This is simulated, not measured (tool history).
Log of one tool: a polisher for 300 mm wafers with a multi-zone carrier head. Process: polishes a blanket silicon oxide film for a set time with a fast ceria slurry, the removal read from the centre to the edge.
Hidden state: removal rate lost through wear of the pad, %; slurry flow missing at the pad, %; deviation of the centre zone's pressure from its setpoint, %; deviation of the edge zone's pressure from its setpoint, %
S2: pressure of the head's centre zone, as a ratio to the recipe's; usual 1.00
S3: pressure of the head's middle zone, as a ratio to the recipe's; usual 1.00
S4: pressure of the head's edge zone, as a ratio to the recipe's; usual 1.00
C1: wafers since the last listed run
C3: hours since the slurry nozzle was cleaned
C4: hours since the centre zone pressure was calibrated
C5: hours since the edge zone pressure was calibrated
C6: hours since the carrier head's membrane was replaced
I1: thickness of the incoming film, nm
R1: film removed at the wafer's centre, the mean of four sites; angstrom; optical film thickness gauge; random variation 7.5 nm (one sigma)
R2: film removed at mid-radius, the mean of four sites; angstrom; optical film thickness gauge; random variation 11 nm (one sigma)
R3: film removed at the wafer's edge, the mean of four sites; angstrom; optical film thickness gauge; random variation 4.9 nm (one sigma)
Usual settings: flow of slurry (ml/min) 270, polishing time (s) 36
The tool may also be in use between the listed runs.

{"run": 1, "hour": 0.0, "flow of slurry (ml/min)": 190, "S2": 1.0, "S3": 1.0, "S4": 0.92, "polishing time (s)": 31, "C1": 0, "wafers polished on this pad": 150, "C3": 11.9, "C4": 200.8, "C5": 37.6, "C6": 1574.1, "I1": 2127.6, "R1": 6494, "R2": 6853, "R3": 6310}
{"run": 2, "hour": 10.1, "flow of slurry (ml/min)": 270, "S2": 1.0, "S3": 1.0, "S4": 1.0, "polishing time (s)": 36, "C1": 123, "wafers polished on this pad": 274, "C3": 22.0, "C4": 210.9, "C5": 47.7, "C6": 1584.2, "I1": 2130.1, "R1": 7952, "R2": 8374, "R3": 7940}
{"hour": 51.8, "done": "carrier head's membrane replaced by a new one"}
{"run": 3, "hour": 55.1, "flow of slurry (ml/min)": 270, "S2": 0.9, "S3": 1.0, "S4": 1.0, "polishing time (s)": 36, "C1": 490, "wafers polished on this pad": 764, "C3": 67.0, "C4": 255.9, "C5": 92.7, "C6": 3.3, "I1": 2126.4, "R1": 7100, "R2": 8341, "R3": 7937}
{"run": 4, "hour": 65.0, "flow of slurry (ml/min)": 270, "S2": 1.0, "S3": 1.0, "S4": 1.0, "polishing time (s)": 36, "C1": 121, "wafers polished on this pad": 885, "C3": 76.9, "C4": 265.8, "C5": 102.6, "C6": 13.2, "I1": 2093.5, "R1": 8005, "R2": 8348, "R3": 7935}
{"run": 5, "hour": 97.6, "flow of slurry (ml/min)": 245, "S2": 0.92, "S3": 1.0, "S4": 1.0, "polishing time (s)": 36, "C1": 399, "wafers polished on this pad": 1285, "C3": 109.5, "C4": 298.4, "C5": 135.2, "C6": 45.8, "I1": 2103.6, "R1": 7125, "R2": 8325, "R3": 7830}
{"run": 6, "hour": 111.4, "flow of slurry (ml/min)": 250, "S2": 1.0, "S3": 1.0, "S4": 1.0, "polishing time (s)": 36, "C1": 169, "wafers polished on this pad": 1454, "C3": 123.3, "C4": 312.2, "C5": 149.0, "C6": 59.6, "I1": 2114.6, "R1": 7743, "R2": 8283, "R3": 7786}
{"run": 7, "hour": 122.3, "flow of slurry (ml/min)": 270, "S2": 1.0, "S3": 1.0, "S4": 1.0, "polishing time (s)": 36, "C1": 133, "wafers polished on this pad": 1587, "C3": 134.2, "C4": 323.1, "C5": 159.9, "C6": 70.5, "I1": 2120.6, "R1": 7889, "R2": 8520, "R3": 7921}
{"hour": 128.8, "done": "worn pad replaced by a new one"}
{"run": 8, "hour": 132.0, "flow of slurry (ml/min)": 270, "S2": 0.96, "S3": 1.0, "S4": 1.0, "polishing time (s)": 36, "C1": 69, "wafers polished on this pad": 39, "C3": 143.9, "C4": 332.8, "C5": 169.6, "C6": 80.2, "I1": 2106.7, "R1": 7369, "R2": 8421, "R3": 7985}
{"run": 9, "hour": 148.5, "flow of slurry (ml/min)": 270, "S2": 1.0, "S3": 1.0, "S4": 1.05, "polishing time (s)": 36, "C1": 202, "wafers polished on this pad": 241, "C3": 160.4, "C4": 349.3, "C5": 186.1, "C6": 96.7, "I1": 2136.6, "R1": 7843, "R2": 8168, "R3": 8208}
{"run": 10, "hour": 160.7, "flow of slurry (ml/min)": 270, "S2": 1.0, "S3": 1.0, "S4": 1.0, "polishing time (s)": 36, "C1": 149, "wafers polished on this pad": 390, "C3": 172.6, "C4": 361.5, "C5": 198.3, "C6": 108.9, "I1": 2130.2, "R1": 7837, "R2": 8516, "R3": 7869}
{"run": 11, "hour": 176.8, "flow of slurry (ml/min)": 270, "S2": 1.0, "S3": 1.08, "S4": 1.0, "polishing time (s)": 36, "C1": 197, "wafers polished on this pad": 588, "C3": 188.7, "C4": 377.6, "C5": 214.4, "C6": 125.0, "I1": 2121.3, "R1": 7703, "R2": 8706, "R3": 7927}
{"hour": 182.9, "done": "centre zone pressure recalibrated"}
{"run": 12, "hour": 194.4, "flow of slurry (ml/min)": 270, "S2": 1.0, "S3": 0.93, "S4": 0.94, "polishing time (s)": 39, "C1": 191, "wafers polished on this pad": 779, "C3": 206.3, "C4": 11.5, "C5": 232.0, "C6": 142.6, "I1": 2110.9, "R1": 8808, "R2": 8407, "R3": 8416}
{"run": 13, "hour": 209.4, "flow of slurry (ml/min)": 270, "S2": 1.07, "S3": 1.07, "S4": 0.93, "polishing time (s)": 33, "C1": 183, "wafers polished on this pad": 962, "C3": 221.3, "C4": 26.5, "C5": 247.0, "C6": 157.6, "I1": 2072.7, "R1": 8007, "R2": 8003, "R3": 7050}
{"run": 14, "hour": 226.3, "flow of slurry (ml/min)": 270, "S2": 1.11, "S3": 1.05, "S4": 0.9, "polishing time (s)": 48, "C1": 207, "wafers polished on this pad": 1170, "C3": 238.2, "C4": 43.4, "C5": 263.9, "C6": 174.5, "I1": 2136.8, "R1": 11892, "R2": 11523, "R3": 10202}

Run 15 comes next. What will it give?
{"run": 15, "hour": 232.9, "flow of slurry (ml/min)": 270, "S2": 1.0, "S3": 1.0, "S4": 1.04, "polishing time (s)": 25, "C1": 80, "wafers polished on this pad": 1250, "C3": 244.8, "C4": 50.0, "C5": 270.5, "C6": 181.1, "I1": 2129.4, "R1": "?", "R2": "?", "R3": "?"}

R1: 5520 angstrom
R2: 5797 angstrom
R3: 5626 angstrom
Without the tool's hidden state the same run would have given R1 5614 angstrom, R2 5796 angstrom, R3 5626 angstrom.

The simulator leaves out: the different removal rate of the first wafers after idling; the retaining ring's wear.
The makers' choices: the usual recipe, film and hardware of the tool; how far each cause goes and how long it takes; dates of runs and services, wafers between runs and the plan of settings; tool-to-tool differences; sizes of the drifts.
